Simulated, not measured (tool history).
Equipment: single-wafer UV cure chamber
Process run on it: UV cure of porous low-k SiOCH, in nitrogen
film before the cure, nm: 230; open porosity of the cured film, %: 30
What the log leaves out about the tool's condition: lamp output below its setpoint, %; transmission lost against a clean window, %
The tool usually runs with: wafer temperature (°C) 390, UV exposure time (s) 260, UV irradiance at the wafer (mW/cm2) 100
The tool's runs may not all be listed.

run,day,wafer temperature (°C),UV exposure time (s),UV irradiance at the wafer (mW/cm2),wafers since the last listed run,hours since the UV bulbs were replaced,wafers since the quartz window was cleaned,loss of film thickness in the cure (%)
1,0,390,260,100,0,944,3910,14.096
2,1.925,390,260,100,425,990.2,4336,14.049
# day 3.012: quartz window cleaned
3,5.533,390,205,100,724,1076.8,558,12.925
4,9.175,390,205,100,805,1164.2,1363,12.883
5,10.979,390,370,100,399,1207.5,1762,15.713
6,14.271,390,260,100,728,1286.5,2491,13.945
7,18.767,390,260,100,994,1394.4,3485,14.061
# day 20.117: UV bulbs replaced
8,21.717,390,260,100,578,38.4,4064,12.847
# day 22.508: quartz window cleaned
9,25.729,390,260,100,813,134.7,712,12.702
10,29.033,397,260,100,731,214,1443,13.093
11,32.217,390,335,69,704,290.4,2147,11.953
12,34.175,390,340,89,433,337.4,2580,13.409
# day 35.358: UV bulbs replaced, repeated, since the last time left the tool worse
13,37.008,390,260,69,553,39.6,3133,12.88
14,40.354,384,260,100,740,119.9,3874,14.54
15,44.85,399,115,61,994,227.8,4868,8.292
# day 47.771: quartz window cleaned
16,49.288,408,260,100,908,334.3,335,14.606
17,52.379,384,260,100,684,408.5,1019,14.138
18,54.954,390,260,100,569,470.3,1589,14.346
19,59.242,390,260,100,948,573.2,2537,14.296
20,61.312,383,260,100,458,622.9,2996,13.979

5 options for the next run, each taken on its own from the tool as it stands now. Forecast them:
A,61.333,390,260,100,4,623.4,3000,?
B,61.333,379,400,111,4,623.4,3000,?
C,61.333,396,340,135,4,623.4,3000,?
D,61.333,408,105,100,4,623.4,3000,?
E,61.333,390,405,100,4,623.4,3000,?

run,loss of film thickness in the cure (%)
A,14.258
B,16.839
C,17.379
D,10.095
E,16.585
Without the tool's hidden state the same runs would have given:
run,loss of film thickness in the cure (%)
A,14.857
B,17.457
C,17.999
D,10.654
E,17.201
